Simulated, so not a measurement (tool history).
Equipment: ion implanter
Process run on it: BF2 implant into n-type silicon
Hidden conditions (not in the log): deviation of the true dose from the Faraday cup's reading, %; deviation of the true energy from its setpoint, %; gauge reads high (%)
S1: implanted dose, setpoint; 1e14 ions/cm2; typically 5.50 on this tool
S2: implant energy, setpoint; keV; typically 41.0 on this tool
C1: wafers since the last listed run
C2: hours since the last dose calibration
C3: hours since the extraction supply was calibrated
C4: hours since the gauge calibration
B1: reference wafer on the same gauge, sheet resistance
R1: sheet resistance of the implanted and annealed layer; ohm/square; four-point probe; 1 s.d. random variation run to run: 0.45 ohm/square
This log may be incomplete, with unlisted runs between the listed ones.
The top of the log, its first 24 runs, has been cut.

| run | day | S1 | S2 | C1 | C2 | C3 | C4 | B1 | R1 |
|---|---|---|---|---|---|---|---|---|---|
| 25 | 73.650 | 6.96 | 37.0 | 1354 | 602.6 | 630.9 | 236.9 | 216.02 | 172.95 |
| 26 | 75.229 | 5.06 | 41.0 | 533 | 640.5 | 668.8 | 274.8 | 216.21 | 216.41 |
| 27 | 78.846 | 4.81 | 46.5 | 1221 | 727.3 | 755.6 | 361.6 | 216.62 | 223.65 |
| 28 | 80.842 | 5.50 | 41.0 | 673 | 775.2 | 803.5 | 409.5 | 216.57 | 202.69 |
| 29 | 83.421 | 6.24 | 41.0 | 870 | 837.1 | 865.4 | 471.4 | 216.93 | 183.21 |
| 30 | 86.204 | 3.96 | 27.5 | 939 | 903.9 | 932.2 | 538.2 | 217.19 | 281.72 |
| 31 | 87.988 | 6.13 | 36.0 | 602 | 946.7 | 975.0 | 581.0 | 217.24 | 191.31 |
| 32 | 90.154 | 5.50 | 27.0 | 731 | 998.7 | 1027.0 | 633.0 | 217.29 | 220.11 |
| 33 | 94.212 | 5.50 | 29.0 | 1370 | 1096.1 | 1124.4 | 730.4 | 217.64 | 215.64 |
| 34 | 96.500 | 4.49 | 51.5 | 772 | 1151.0 | 1179.3 | 785.3 | 217.68 | 236.49 |
| 35 | 99.308 | 6.78 | 50.0 | 948 | 1218.4 | 1246.7 | 852.7 | 217.77 | 167.33 |
| 36 | 103.438 | 4.06 | 36.5 | 1394 | 1317.5 | 1345.8 | 951.8 | 217.97 | 268.10 |
|  | 114.608 | Faraday cup replaced and dose calibrated |
| 37 | 116.554 | 6.20 | 41.0 | 4315 | 46.7 | 1660.6 | 1266.6 | 218.20 | 184.68 |
| 38 | 118.967 | 6.27 | 41.0 | 814 | 104.6 | 1718.5 | 1324.5 | 218.38 | 183.96 |

3 options for the next run, each taken on its own from the tool as it stands now. Forecast them:
| A | 118.983 | 6.44 | 41.0 | 5 | 105.0 | 1718.9 | 1324.9 | ? | ? |
| B | 118.983 | 4.62 | 41.0 | 5 | 105.0 | 1718.9 | 1324.9 | ? | ? |
| C | 118.983 | 6.01 | 28.5 | 5 | 105.0 | 1718.9 | 1324.9 | ? | ? |

| run | B1 | R1 |
|---|---|---|
| A | 218.35 | 180.99 |
| B | 218.35 | 236.99 |
| C | 218.35 | 206.46 |
With the hidden condition removed and each run's random variation left untouched, the same runs would have given:
| run | R1 |
|---|---|
| A | 178.22 |
| B | 233.36 |
| C | 203.30 |

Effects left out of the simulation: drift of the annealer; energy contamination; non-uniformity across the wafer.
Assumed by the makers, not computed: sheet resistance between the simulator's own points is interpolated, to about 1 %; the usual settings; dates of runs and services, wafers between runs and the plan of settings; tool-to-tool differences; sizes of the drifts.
